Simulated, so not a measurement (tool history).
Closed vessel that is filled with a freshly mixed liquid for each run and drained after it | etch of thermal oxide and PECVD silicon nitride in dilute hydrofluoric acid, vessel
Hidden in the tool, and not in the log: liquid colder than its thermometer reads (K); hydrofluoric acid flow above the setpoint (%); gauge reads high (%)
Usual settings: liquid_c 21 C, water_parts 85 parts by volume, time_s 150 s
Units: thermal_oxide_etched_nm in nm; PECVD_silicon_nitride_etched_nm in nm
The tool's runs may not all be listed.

run	hour	liquid_c	water_parts	time_s	wafers since the last listed run	hours since the thermometer was replaced	hours since the hydrofluoric acid flow meter was replaced	hours since the gauge calibration	read-back film thickness of the thermal oxide reference wafer, read on the same gauge (nm)	read-back film thickness of the PECVD silicon nitride reference wafer, read on the same gauge (nm)	thermal_oxide_etched_nm	PECVD_silicon_nitride_etched_nm
1	0	21	85	150	0	1236.6	473.4	299.1	70.03	130.01	7.15	4.36
2	23.1	21	85	150	1694	1259.7	496.5	322.2	69.98	129.98	7.11	4.37
3	49.4	21	85	150	1929	1286	522.8	348.5	70.02	130	7.16	4.32
4	71.6	21	85	150	1628	1308.2	545	370.7	70.05	130.01	7.16	4.32
5	88.2	21	85	150	1217	1324.8	561.6	387.3	70	130	7.1	4.29
6	114.1	21	85	150	1900	1350.7	587.5	413.2	69.97	130	7.17	4.33
7	131.3	21	85	150	1261	1367.9	604.7	430.4	69.97	130.02	7.17	4.3
# hour 200.4: hydrofluoric acid flow meter replaced
8	236.5	21	85	150	7644	1473.1	36.1	535.6	70	130.01	6.81	4.13
# hour 243.9: thermometer replaced
9	255.2	21	85	150	1298	11.3	54.8	554.3	70.01	130	7.6	4.83
10	274.8	21	85	150	1437	30.9	74.4	573.9	70.04	130.01	7.47	4.9
11	304.7	21	85	150	2193	60.8	104.3	603.8	70.01	129.98	7.53	4.85
12	327.1	21	75	150	1643	83.2	126.7	626.2	70.02	130	8.69	5.4
13	361.4	17.5	110	60	2516	117.5	161	660.5	69.99	130.02	1.97	1.17
14	375	21	85	150	997	131.1	174.6	674.1	70.02	129.99	7.62	4.87
# hour 388.6: gauge calibrated
15	396.3	23.5	110	190	1562	152.4	195.9	7.7	69.97	130.01	8.02	5.64
16	413.6	25	85	150	1269	169.7	213.2	25	69.99	130.02	8.91	6.33
17	446.8	21	85	190	2435	202.9	246.4	58.2	69.99	130	9.64	6.22
18	464.9	21	85	150	1327	221	264.5	76.3	69.97	130	7.53	4.88
19	485.4	19.5	60	100	1503	241.5	285	96.8	70	130.01	6.87	4.06
20	499.2	19.5	85	150	1012	255.3	298.8	110.6	69.95	130	7.12	4.31
21	517.6	17.5	110	60	1349	273.7	317.2	129	70.01	130	1.94	1.18
22	536.5	21	85	150	1386	292.6	336.1	147.9	69.99	129.99	7.57	4.74

5 ways to go on from here, each from the tool as it stands after run 22. What would each give?
A	537.2	24	85	150	51	293.3	336.8	148.6	?	?	?	?
B	537.2	24.5	70	240	51	293.3	336.8	148.6	?	?	?	?
C	537.2	25.5	85	60	51	293.3	336.8	148.6	?	?	?	?
D	537.2	21	55	70	51	293.3	336.8	148.6	?	?	?	?
E	537.2	18.5	70	210	51	293.3	336.8	148.6	?	?	?	?

run	read-back film thickness of the thermal oxide reference wafer, read on the same gauge (nm)	read-back film thickness of the PECVD silicon nitride reference wafer, read on the same gauge (nm)	thermal_oxide_etched_nm	PECVD_silicon_nitride_etched_nm
A	70.02	130.02	8.55	5.86
B	70.02	130.02	17.27	11.73
C	70.02	130.02	3.63	2.59
D	70.02	130.02	5.64	3.41
E	70.02	130.02	11.76	6.8
Without the tool's hidden state the same runs would have given:
run	thermal_oxide_etched_nm	PECVD_silicon_nitride_etched_nm
A	8.67	6.11
B	17.51	12.23
C	3.68	2.7
D	5.74	3.56
E	11.96	7.11
